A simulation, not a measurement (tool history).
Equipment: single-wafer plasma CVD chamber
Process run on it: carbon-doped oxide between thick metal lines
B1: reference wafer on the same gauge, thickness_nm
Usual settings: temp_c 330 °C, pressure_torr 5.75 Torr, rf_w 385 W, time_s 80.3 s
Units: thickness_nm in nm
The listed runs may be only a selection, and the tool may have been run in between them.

run 1 hour=0 | temp_c=330 pressure_torr=5.75 rf_w=385 time_s=70.3 | B1=407.976 | thickness_nm=323.733
run 2 hour=161.8 | temp_c=330 pressure_torr=5.75 rf_w=385 time_s=70.3 | B1=408.04 | thickness_nm=324.18
run 3 hour=203.2 | temp_c=330 pressure_torr=5.75 rf_w=385 time_s=70.3 | B1=407.864 | thickness_nm=324.79
run 4 hour=273.3 | temp_c=319 pressure_torr=5.75 rf_w=385 time_s=80.3 | B1=408.221 | thickness_nm=386.137
run 5 hour=328.2 | temp_c=319 pressure_torr=5.75 rf_w=385 time_s=80.3 | B1=408.288 | thickness_nm=386.078
run 6 hour=376.5 | temp_c=330 pressure_torr=5.75 rf_w=385 time_s=80.3 | B1=407.861 | thickness_nm=371.934
run 7 hour=429.9 | temp_c=330 pressure_torr=5.75 rf_w=385 time_s=80.3 | B1=407.979 | thickness_nm=371.016
run 8 hour=492.4 | temp_c=330 pressure_torr=5.75 rf_w=385 time_s=80.3 | B1=407.801 | thickness_nm=371.964
-- hour=643.1 RF generator calibrated
-- hour=654.8 gauge calibrated
-- hour=658 thermocouple changed; heater temperature recalibrated
run 9 hour=658.5 | temp_c=330 pressure_torr=5.75 rf_w=385 time_s=80.3 | B1=407.75 | thickness_nm=370.187
run 10 hour=699.6 | temp_c=330 pressure_torr=5.75 rf_w=385 time_s=80.3 | B1=408.491 | thickness_nm=368.361
-- hour=722.7 capacitance manometer re-zeroed and calibrated
run 11 hour=724.9 | temp_c=330 pressure_torr=5.75 rf_w=385 time_s=80.3 | B1=408.046 | thickness_nm=371.516
run 12 hour=765.7 | temp_c=330 pressure_torr=5.75 rf_w=385 time_s=80.3 | B1=408.15 | thickness_nm=368.537
run 13 hour=804 | temp_c=320 pressure_torr=4.57 rf_w=455 time_s=88.8 | B1=408.069 | thickness_nm=436.969
run 14 hour=843.9 | temp_c=330 pressure_torr=5.75 rf_w=385 time_s=80.3 | B1=408.186 | thickness_nm=370.307
run 15 hour=903.7 | temp_c=330 pressure_torr=4.91 rf_w=330 time_s=80.3 | B1=407.812 | thickness_nm=337.47
-- hour=925.6 showerhead replaced
run 16 hour=929.2 | temp_c=323 pressure_torr=6.96 rf_w=420 time_s=92.1 | B1=408.005 | thickness_nm=462.409
run 17 hour=1109.4 | temp_c=322 pressure_torr=5.75 rf_w=385 time_s=80.3 | B1=407.724 | thickness_nm=382.781
run 18 hour=1140.9 | temp_c=343 pressure_torr=4.39 rf_w=320 time_s=69 | B1=407.914 | thickness_nm=270.237
run 19 hour=1170.6 | temp_c=330 pressure_torr=5 rf_w=420 time_s=80.3 | B1=408.149 | thickness_nm=377.283
run 20 hour=1206.5 | temp_c=338 pressure_torr=7.01 rf_w=410 time_s=80.3 | B1=408.159 | thickness_nm=378.87
run 21 hour=1252.4 | temp_c=318 pressure_torr=6.96 rf_w=415 time_s=65.1 | B1=408.345 | thickness_nm=334.32
run 22 hour=1290.8 | temp_c=330 pressure_torr=6.72 rf_w=385 time_s=80.3 | B1=407.935 | thickness_nm=380.508
run 23 hour=1316.6 | temp_c=330 pressure_torr=5.75 rf_w=385 time_s=80.3 | B1=408.006 | thickness_nm=371.885
run 24 hour=1353 | temp_c=318 pressure_torr=5.75 rf_w=310 time_s=89.9 | B1=408.208 | thickness_nm=400.97

Branching from run 24: 4 alternative next runs. What would each branch give?
run A hour=1353.4 | temp_c=330 pressure_torr=5.75 rf_w=445 time_s=80.3 | B1=? | thickness_nm=?
run B hour=1353.4 | temp_c=330 pressure_torr=6.52 rf_w=445 time_s=80.3 | B1=? | thickness_nm=?
run C hour=1353.4 | temp_c=341 pressure_torr=5.75 rf_w=315 time_s=80.3 | B1=? | thickness_nm=?
run D hour=1353.4 | temp_c=341 pressure_torr=6.6 rf_w=440 time_s=90.3 | B1=? | thickness_nm=?

run=A B1=408.213 thickness_nm=396.429
run=B B1=408.213 thickness_nm=403.072
run=C B1=408.213 thickness_nm=332.345
run=D B1=408.213 thickness_nm=435.24
Stripped of hidden state, with their random variation kept, the same runs would have yielded:
run=A thickness_nm=390.968
run=B thickness_nm=397.519
run=C thickness_nm=328.347
run=D thickness_nm=430.003

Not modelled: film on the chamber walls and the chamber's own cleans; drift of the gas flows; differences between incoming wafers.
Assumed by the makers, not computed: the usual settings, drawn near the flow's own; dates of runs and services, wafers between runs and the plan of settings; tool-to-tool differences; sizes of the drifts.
